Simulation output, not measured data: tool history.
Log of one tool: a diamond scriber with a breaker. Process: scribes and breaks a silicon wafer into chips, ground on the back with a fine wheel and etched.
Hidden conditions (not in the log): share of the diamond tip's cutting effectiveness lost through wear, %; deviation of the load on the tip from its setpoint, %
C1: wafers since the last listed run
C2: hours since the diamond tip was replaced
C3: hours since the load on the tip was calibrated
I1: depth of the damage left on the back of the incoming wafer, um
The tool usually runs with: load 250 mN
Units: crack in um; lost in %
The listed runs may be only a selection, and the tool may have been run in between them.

{"run": 1, "day": 0.0, "load": 209, "C1": 0, "C2": 264.9, "C3": 1036.5, "I1": 0.33, "crack": 9.99, "lost": 7.13}
{"run": 2, "day": 0.946, "load": 274, "C1": 78, "C2": 287.6, "C3": 1059.2, "I1": 0.72, "crack": 11.92, "lost": 2.63}
{"run": 3, "day": 1.675, "load": 250, "C1": 60, "C2": 305.1, "C3": 1076.7, "I1": 0.57, "crack": 11.39, "lost": 3.84}
{"run": 4, "day": 2.921, "load": 250, "C1": 102, "C2": 335.0, "C3": 1106.6, "I1": 0.44, "crack": 11.09, "lost": 4.33}
{"run": 5, "day": 3.904, "load": 250, "C1": 81, "C2": 358.6, "C3": 1130.2, "I1": 0.57, "crack": 10.95, "lost": 4.95}
{"run": 6, "day": 4.912, "load": 250, "C1": 83, "C2": 382.8, "C3": 1154.4, "I1": 0.78, "crack": 11.01, "lost": 5.14}
{"run": 7, "day": 5.692, "load": 250, "C1": 64, "C2": 401.5, "C3": 1173.1, "I1": 0.42, "crack": 10.67, "lost": 4.64}
{"run": 8, "day": 6.971, "load": 250, "C1": 105, "C2": 432.2, "C3": 1203.8, "I1": 0.72, "crack": 10.79, "lost": 5.16}
{"run": 9, "day": 8.421, "load": 250, "C1": 119, "C2": 467.0, "C3": 1238.6, "I1": 0.44, "crack": 10.45, "lost": 5.85}
{"run": 10, "day": 9.529, "load": 250, "C1": 91, "C2": 493.6, "C3": 1265.2, "I1": 0.54, "crack": 10.56, "lost": 6.22}
{"run": 11, "day": 10.079, "load": 250, "C1": 45, "C2": 506.8, "C3": 1278.4, "I1": 0.66, "crack": 10.31, "lost": 6.21}
{"run": 12, "day": 11.088, "load": 250, "C1": 83, "C2": 531.0, "C3": 1302.6, "I1": 0.57, "crack": 10.46, "lost": 6.78}
{"run": 13, "day": 11.592, "load": 250, "C1": 41, "C2": 543.1, "C3": 1314.7, "I1": 0.53, "crack": 10.38, "lost": 7.04}
{"run": 14, "day": 12.654, "load": 286, "C1": 87, "C2": 568.6, "C3": 1340.2, "I1": 0.31, "crack": 11.04, "lost": 4.4}
{"run": 15, "day": 13.246, "load": 286, "C1": 48, "C2": 582.8, "C3": 1354.4, "I1": 0.54, "crack": 11.09, "lost": 4.19}
{"day": 13.896, "done": "load on the tip recalibrated"}
{"run": 16, "day": 14.679, "load": 286, "C1": 111, "C2": 617.2, "C3": 18.8, "I1": 0.6, "crack": 11.95, "lost": 2.48}
{"run": 17, "day": 15.358, "load": 275, "C1": 56, "C2": 633.5, "C3": 35.1, "I1": 0.4, "crack": 11.76, "lost": 3.05}
{"run": 18, "day": 16.225, "load": 250, "C1": 71, "C2": 654.3, "C3": 55.9, "I1": 0.78, "crack": 10.89, "lost": 4.24}
{"run": 19, "day": 17.358, "load": 250, "C1": 93, "C2": 681.5, "C3": 83.1, "I1": 0.37, "crack": 10.79, "lost": 4.61}
{"day": 17.525, "done": "diamond tip replaced by a new one"}
{"run": 20, "day": 18.396, "load": 250, "C1": 78, "C2": 20.9, "C3": 108.0, "I1": 0.41, "crack": 12.55, "lost": 2.25}
{"run": 21, "day": 19.167, "load": 308, "C1": 63, "C2": 39.4, "C3": 126.5, "I1": 0.44, "crack": 14.28, "lost": 2.97}
{"run": 22, "day": 20.229, "load": 250, "C1": 87, "C2": 64.9, "C3": 152.0, "I1": 0.68, "crack": 12.59, "lost": 2.13}
{"run": 23, "day": 20.975, "load": 250, "C1": 61, "C2": 82.8, "C3": 169.9, "I1": 0.33, "crack": 12.33, "lost": 2.33}
{"run": 24, "day": 22.438, "load": 314, "C1": 120, "C2": 117.9, "C3": 205.0, "I1": 0.69, "crack": 14.48, "lost": 3.15}
{"run": 25, "day": 23.242, "load": 320, "C1": 66, "C2": 137.2, "C3": 224.3, "I1": 0.65, "crack": 14.36, "lost": 3.24}
{"run": 26, "day": 23.925, "load": 203, "C1": 56, "C2": 153.6, "C3": 240.7, "I1": 0.62, "crack": 10.53, "lost": 5.36}
{"run": 27, "day": 24.45, "load": 208, "C1": 43, "C2": 166.2, "C3": 253.3, "I1": 0.54, "crack": 10.92, "lost": 5.04}
{"run": 28, "day": 25.529, "load": 250, "C1": 89, "C2": 192.1, "C3": 279.2, "I1": 0.54, "crack": 11.9, "lost": 2.3}
{"run": 29, "day": 26.158, "load": 250, "C1": 51, "C2": 207.2, "C3": 294.3, "I1": 0.46, "crack": 11.66, "lost": 2.61}
{"run": 30, "day": 27.379, "load": 230, "C1": 100, "C2": 236.5, "C3": 323.6, "I1": 0.69, "crack": 11.39, "lost": 3.31}
{"run": 31, "day": 28.296, "load": 250, "C1": 75, "C2": 258.5, "C3": 345.6, "I1": 0.54, "crack": 11.69, "lost": 2.47}
{"run": 32, "day": 29.592, "load": 250, "C1": 106, "C2": 289.6, "C3": 376.7, "I1": 0.39, "crack": 11.88, "lost": 2.78}
{"run": 33, "day": 31.067, "load": 200, "C1": 121, "C2": 325.0, "C3": 412.1, "I1": 0.34, "crack": 10.09, "lost": 7.39}
{"run": 34, "day": 32.779, "load": 250, "C1": 141, "C2": 366.1, "C3": 453.2, "I1": 0.6, "crack": 11.51, "lost": 3.14}
{"run": 35, "day": 34.121, "load": 316, "C1": 110, "C2": 398.3, "C3": 485.4, "I1": 0.46, "crack": 13.44, "lost": 2.42}
{"run": 36, "day": 35.242, "load": 187, "C1": 92, "C2": 425.2, "C3": 512.3, "I1": 0.51, "crack": 9.44, "lost": 10.8}
{"run": 37, "day": 36.067, "load": 250, "C1": 68, "C2": 445.0, "C3": 532.1, "I1": 0.39, "crack": 11.36, "lost": 3.58}
{"run": 38, "day": 37.304, "load": 194, "C1": 102, "C2": 474.7, "C3": 561.8, "I1": 0.52, "crack": 9.41, "lost": 10.45}
{"run": 39, "day": 38.679, "load": 220, "C1": 113, "C2": 507.7, "C3": 594.8, "I1": 0.3, "crack": 10.07, "lost": 7.01}
{"run": 40, "day": 40.154, "load": 197, "C1": 121, "C2": 543.1, "C3": 630.2, "I1": 0.31, "crack": 9.34, "lost": 10.91}
{"run": 41, "day": 41.388, "load": 312, "C1": 101, "C2": 572.7, "C3": 659.8, "I1": 0.37, "crack": 12.86, "lost": 2.13}

Branching from run 41: 5 alternative next runs. What would each branch give?
{"run": "A", "day": 41.408, "load": 185, "C1": 1, "C2": 573.2, "C3": 660.3, "I1": 0.37, "crack": "?", "lost": "?"}
{"run": "B", "day": 41.408, "load": 181, "C1": 1, "C2": 573.2, "C3": 660.3, "I1": 0.37, "crack": "?", "lost": "?"}
{"run": "C", "day": 41.408, "load": 211, "C1": 1, "C2": 573.2, "C3": 660.3, "I1": 0.37, "crack": "?", "lost": "?"}
{"run": "D", "day": 41.408, "load": 284, "C1": 1, "C2": 573.2, "C3": 660.3, "I1": 0.37, "crack": "?", "lost": "?"}
{"run": "E", "day": 41.408, "load": 298, "C1": 1, "C2": 573.2, "C3": 660.3, "I1": 0.37, "crack": "?", "lost": "?"}

run=A crack=8.95 lost=13.21
run=B crack=8.82 lost=14.07
run=C crack=9.77 lost=8.62
run=D crack=11.91 lost=2.58
run=E crack=12.30 lost=2.23
With no hidden state in the tool, these same runs would have given:
run=A crack=10.52 lost=5.62
run=B crack=10.37 lost=6.14
run=C crack=11.49 lost=3.20
run=D crack=14.00 lost=2.70
run=E crack=14.46 lost=3.28

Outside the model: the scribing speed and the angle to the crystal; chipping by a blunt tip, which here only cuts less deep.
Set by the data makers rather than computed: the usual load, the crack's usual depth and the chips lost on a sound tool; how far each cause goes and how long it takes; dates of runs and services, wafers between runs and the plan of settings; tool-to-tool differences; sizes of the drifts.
